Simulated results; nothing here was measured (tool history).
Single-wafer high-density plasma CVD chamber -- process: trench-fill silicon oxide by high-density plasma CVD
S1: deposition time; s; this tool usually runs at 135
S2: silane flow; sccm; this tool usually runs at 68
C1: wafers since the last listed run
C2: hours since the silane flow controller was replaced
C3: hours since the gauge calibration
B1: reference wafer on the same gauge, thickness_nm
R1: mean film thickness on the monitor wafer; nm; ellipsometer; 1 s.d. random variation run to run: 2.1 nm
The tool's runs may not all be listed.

run	hour	S1	S2	C1	C2	C3	B1	R1
1	0	135	72	0	2000.4	546.1	953.598	1008.996
2	105	135	68	1239	2105.4	651.1	954.131	963.388
3	306.5	135	68	2378	2306.9	852.6	953.701	961.277
4	383	135	68	902	2383.4	929.1	954.331	959.084
5	452.5	135	61	820	2452.9	998.6	953.721	885.656
6	554.9	135	61	1208	2555.3	1101	953.689	882.741
7	624.6	135	61	822	2625	1170.7	954.287	882.885
# hour 685.6: gauge calibrated
8	781.3	135	68	1849	2781.7	95.7	953.537	956.658
9	836.3	135	68	649	2836.7	150.7	953.563	952.695
10	915.2	135	68	931	2915.6	229.6	954.471	952.869
# hour 946.1: silane flow controller replaced
11	1014.3	112	74	1075	68.2	328.7	953.832	866.836
12	1104.4	128	79	1063	158.3	418.8	954.015	1040.331
13	1155.5	159	57	603	209.4	469.9	953.88	1014.452
14	1248.5	135	61	1097	302.4	562.9	954.64	905.928
15	1348.4	120	81	1179	402.3	662.8	954.636	993.968
16	1397.8	135	73	583	451.7	712.2	953.949	1034.228
17	1470	135	57	852	523.9	784.4	953.701	858.492
18	1538.2	120	68	804	592.1	852.6	953.945	869.726

Here are 4 independent what-if runs from the current tool condition. What would each one return?
A	1538.6	135	68	4	592.5	853	?	?
B	1538.6	144	78	4	592.5	853	?	?
C	1538.6	121	63	4	592.5	853	?	?
D	1538.6	112	68	4	592.5	853	?	?

run	B1	R1
A	953.98	976.026
B	953.98	1155.112
C	953.98	826.905
D	953.98	809.74
Without the tool's unlogged condition, the same runs would have read:
run	R1
A	974.033
B	1152.753
C	825.216
D	808.086

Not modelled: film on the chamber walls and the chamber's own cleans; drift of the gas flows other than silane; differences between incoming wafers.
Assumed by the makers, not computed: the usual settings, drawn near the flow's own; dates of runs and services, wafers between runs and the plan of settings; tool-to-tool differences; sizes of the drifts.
